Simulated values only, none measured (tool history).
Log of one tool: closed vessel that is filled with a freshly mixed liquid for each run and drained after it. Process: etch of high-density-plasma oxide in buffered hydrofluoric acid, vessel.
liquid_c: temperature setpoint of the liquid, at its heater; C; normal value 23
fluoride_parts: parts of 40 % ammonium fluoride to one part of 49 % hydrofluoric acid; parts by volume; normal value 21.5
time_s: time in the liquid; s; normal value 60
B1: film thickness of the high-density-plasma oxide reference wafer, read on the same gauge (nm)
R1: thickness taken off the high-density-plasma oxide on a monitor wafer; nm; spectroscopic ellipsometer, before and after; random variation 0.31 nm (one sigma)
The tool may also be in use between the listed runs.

run 1 hour=0 | liquid_c=23 fluoride_parts=21.5 time_s=60 | B1=120.03 | R1=31.17
run 2 hour=28.5 | liquid_c=23 fluoride_parts=21.5 time_s=60 | B1=120 | R1=30.42
run 3 hour=63.8 | liquid_c=23 fluoride_parts=21.5 time_s=85 | B1=120 | R1=43.6
run 4 hour=86.2 | liquid_c=23 fluoride_parts=21.5 time_s=85 | B1=119.98 | R1=43.57
run 5 hour=108.8 | liquid_c=23 fluoride_parts=21.5 time_s=60 | B1=119.96 | R1=30.29
-- hour=109.7 gauge calibrated
run 6 hour=148.2 | liquid_c=23 fluoride_parts=21.5 time_s=60 | B1=119.98 | R1=30.74
-- hour=152.5 thermometer replaced
run 7 hour=171.2 | liquid_c=23 fluoride_parts=21.5 time_s=60 | B1=120.02 | R1=35.23
run 8 hour=202.2 | liquid_c=23 fluoride_parts=21.5 time_s=60 | B1=120.02 | R1=34.87
run 9 hour=216.2 | liquid_c=23 fluoride_parts=21.5 time_s=60 | B1=119.95 | R1=35.98
run 10 hour=239.7 | liquid_c=23 fluoride_parts=21.5 time_s=60 | B1=119.96 | R1=35.39
run 11 hour=270 | liquid_c=26.5 fluoride_parts=28 time_s=50 | B1=119.99 | R1=29.29
run 12 hour=288.1 | liquid_c=23 fluoride_parts=21.5 time_s=80 | B1=120.01 | R1=46.72
run 13 hour=308.3 | liquid_c=23 fluoride_parts=13.5 time_s=85 | B1=120.02 | R1=78.87
run 14 hour=324.7 | liquid_c=27 fluoride_parts=14 time_s=85 | B1=119.96 | R1=94.44
run 15 hour=350.6 | liquid_c=27 fluoride_parts=17.5 time_s=30 | B1=120.01 | R1=26.35
-- hour=373.8 gauge calibrated
run 16 hour=386.2 | liquid_c=21.5 fluoride_parts=21.5 time_s=60 | B1=119.99 | R1=31.88
-- hour=391.9 hydrofluoric acid flow meter replaced
run 17 hour=409 | liquid_c=23 fluoride_parts=24 time_s=60 | B1=120.02 | R1=29.77
run 18 hour=429.4 | liquid_c=23 fluoride_parts=21.5 time_s=60 | B1=120.05 | R1=31.88
run 19 hour=443.4 | liquid_c=25 fluoride_parts=27 time_s=30 | B1=120.02 | R1=15.31
run 20 hour=468.9 | liquid_c=23 fluoride_parts=13 time_s=40 | B1=120.01 | R1=34.28
run 21 hour=491 | liquid_c=23 fluoride_parts=21.5 time_s=60 | B1=120.03 | R1=32.26

Had the tool no unlogged condition, and each run kept its random variation, what would the results have been?
Hidden state present: liquid colder than its thermometer reads (K); hydrofluoric acid flow above the setpoint (%); gauge reads high (%).
run=1 R1=33.8
run=2 R1=33.08
run=3 R1=47.58
run=4 R1=47.63
run=5 R1=33.16
run=6 R1=33.73
run=7 R1=33.43
run=8 R1=33.17
run=9 R1=34.26
run=10 R1=33.74
run=11 R1=28.15
run=12 R1=44.69
run=13 R1=73.96
run=14 R1=88.58
run=15 R1=24.75
run=16 R1=30.7
run=17 R1=31.21
run=18 R1=33.47
run=19 R1=16.08
run=20 R1=36
run=21 R1=34.06
